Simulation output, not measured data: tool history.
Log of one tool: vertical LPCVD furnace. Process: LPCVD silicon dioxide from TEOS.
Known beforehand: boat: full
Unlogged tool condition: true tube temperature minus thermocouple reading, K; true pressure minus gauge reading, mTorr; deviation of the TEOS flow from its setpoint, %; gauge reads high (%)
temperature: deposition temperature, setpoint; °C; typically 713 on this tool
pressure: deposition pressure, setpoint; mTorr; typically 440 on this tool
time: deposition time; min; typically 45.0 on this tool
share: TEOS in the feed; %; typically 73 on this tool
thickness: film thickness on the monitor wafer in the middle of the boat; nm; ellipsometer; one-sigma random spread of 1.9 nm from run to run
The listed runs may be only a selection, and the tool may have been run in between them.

run,hour,temperature,pressure,time,share,wafers since the last listed run,hours since the last temperature calibration,hours since the pressure gauge was zeroed,hours since the TEOS flow controller was replaced,hours since the gauge calibration,"read-back reference wafer on the same gauge, thickness",thickness
1,0.0,713,440,45.0,73,0,3283.9,3760.4,2808.9,348.2,607.14,587.48
2,63.5,713,440,45.0,73,778,3347.4,3823.9,2872.4,411.7,607.44,588.72
3,96.8,713,490,45.0,73,408,3380.7,3857.2,2905.7,445.0,606.79,618.72
4,145.4,713,490,45.0,73,596,3429.3,3905.8,2954.3,493.6,607.09,619.72
5,178.8,713,490,45.0,73,409,3462.7,3939.2,2987.7,527.0,606.68,616.72
# hour 230.7: gauge calibrated
# hour 247.4: thermocouples replaced and temperature profile calibrated
6,247.9,713,440,45.0,73,553,0.5,4008.3,3056.8,17.2,606.64,533.61
7,265.4,713,440,45.0,73,214,18.0,4025.8,3074.3,34.7,606.81,537.76
# hour 291.3: TEOS flow controller replaced
# hour 316.8: pressure gauge zeroed
8,321.7,713,440,61.5,62,101,74.3,4.9,30.4,91.0,606.65,679.78
9,377.5,713,440,45.0,73,684,130.1,60.7,86.2,146.8,607.03,543.24
10,420.5,722,390,29.5,80,527,173.1,103.7,129.2,189.8,606.83,427.50
11,480.8,713,440,45.0,73,739,233.4,164.0,189.5,250.1,606.87,542.86
12,530.3,713,440,45.0,80,607,282.9,213.5,239.0,299.6,607.54,568.54
13,628.9,713,530,45.0,73,1209,381.5,312.1,337.6,398.2,606.65,605.06
14,700.4,713,440,45.0,73,876,453.0,383.6,409.1,469.7,606.92,554.15

Take each entry between the runs: how does the hidden state at the last listed run before it differ from the hidden state at the first listed run after it?
Logged between run 5 and run 6: gauge calibrated (hour 230.7); thermocouples replaced and temperature profile calibrated (hour 247.4)
  true tube temperature minus thermocouple reading, K: 4.31 -> 0.125
  what was measured, less what the result would be without the hidden state, thickness: +57.15 -> +1.51 nm
Logged between run 7 and run 8: TEOS flow controller replaced (hour 291.3); pressure gauge zeroed (hour 316.8)
  true tube temperature minus thermocouple reading, K: 0.188 -> 0.383
  what was measured, less what the result would be without the hidden state, thickness: +2.28 -> +5.87 nm

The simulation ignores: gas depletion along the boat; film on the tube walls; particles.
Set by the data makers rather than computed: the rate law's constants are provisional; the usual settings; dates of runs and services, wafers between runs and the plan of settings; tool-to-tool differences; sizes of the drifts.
